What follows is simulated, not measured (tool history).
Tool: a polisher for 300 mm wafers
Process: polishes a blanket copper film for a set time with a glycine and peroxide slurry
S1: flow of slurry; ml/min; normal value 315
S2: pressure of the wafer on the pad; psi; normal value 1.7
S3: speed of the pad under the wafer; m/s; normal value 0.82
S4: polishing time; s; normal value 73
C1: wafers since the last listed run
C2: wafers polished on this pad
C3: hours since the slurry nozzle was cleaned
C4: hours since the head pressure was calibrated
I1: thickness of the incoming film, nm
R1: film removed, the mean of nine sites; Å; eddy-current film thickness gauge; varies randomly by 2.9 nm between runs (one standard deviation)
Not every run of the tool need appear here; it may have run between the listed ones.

run,hour,S1,S2,S3,S4,C1,C2,C3,C4,I1,R1
1,0,370,1.7,0.94,73,0,378,51.2,507.9,1134,2186
2,27.6,370,1.7,0.94,73,211,590,78.8,535.5,1124.3,2163
3,53.3,370,1.7,0.94,73,197,787,104.5,561.2,1133.5,2094
4,81.4,235,1.7,0.82,73,215,1003,132.6,589.3,1118.7,1938
5,134.4,235,1.7,0.82,73,406,1409,185.6,642.3,1122,1894
# hour 137.4: head pressure recalibrated
6,170.6,315,1.7,0.82,62,262,1672,221.8,33.2,1123.8,1645
# hour 182.6: slurry nozzle cleaned
# hour 209.1: worn pad replaced by a new one
7,221.9,315,1.7,0.82,62,355,98,39.3,84.5,1109.3,1655
8,247.5,315,1.7,0.6,73,196,294,64.9,110.1,1125.3,1570
9,298.8,315,1.9,0.82,73,393,688,116.2,161.4,1112.4,2136
10,329.9,315,1.9,0.82,73,238,927,147.3,192.5,1126.4,2081
11,384.6,315,1.9,0.82,73,419,1346,202,247.2,1122.4,2074
# hour 451.5: slurry nozzle cleaned
12,452,230,1.7,0.82,73,509,1856,0.5,314.6,1141.4,1975
# hour 484.9: worn pad replaced by a new one
13,491.6,315,1.7,0.82,60,273,51,40.1,354.2,1127.3,1543
14,666.9,405,1.7,0.98,98,1345,1396,215.4,529.5,1133.9,3038
# hour 696.1: slurry nozzle cleaned
15,728.6,420,2.3,0.56,92,465,1862,32.5,591.2,1128.4,2325
# hour 757: worn pad replaced by a new one
16,757.5,315,1.7,0.82,73,191,4,61.4,620.1,1127.9,1936
# hour 789.2: head pressure recalibrated
17,805.1,315,1.7,0.82,95,349,354,109,15.9,1108.2,2537
18,856.9,315,1.7,0.82,73,397,751,160.8,67.7,1128.8,1969
19,888.6,265,2,0.92,83,243,994,192.5,99.4,1118.8,2694
# hour 924.6: slurry nozzle cleaned
20,934.3,385,1.4,0.82,84,342,1337,9.7,145.1,1114.9,2050
21,972.3,225,1.7,0.82,86,291,1629,47.7,183.1,1110.7,2264
# hour 1009.9: worn pad replaced by a new one
# hour 1148.8: slurry nozzle cleaned
22,1163.2,315,2.1,0.96,54,1426,1168,14.4,374,1113,1840
23,1207.9,315,1.7,0.82,73,342,1511,59.1,418.7,1141.9,1945

For run 24, what comes out?
# hour 1280.3: worn pad replaced by a new one
24,1280.8,315,1.7,0.82,73,528,3,132,491.6,1133.4,?

{"run 24": {"R1": 1915}}
Take away the tool's hidden state, keep the run-to-run variation as it was, and the same run would have given R1 1915 Å.
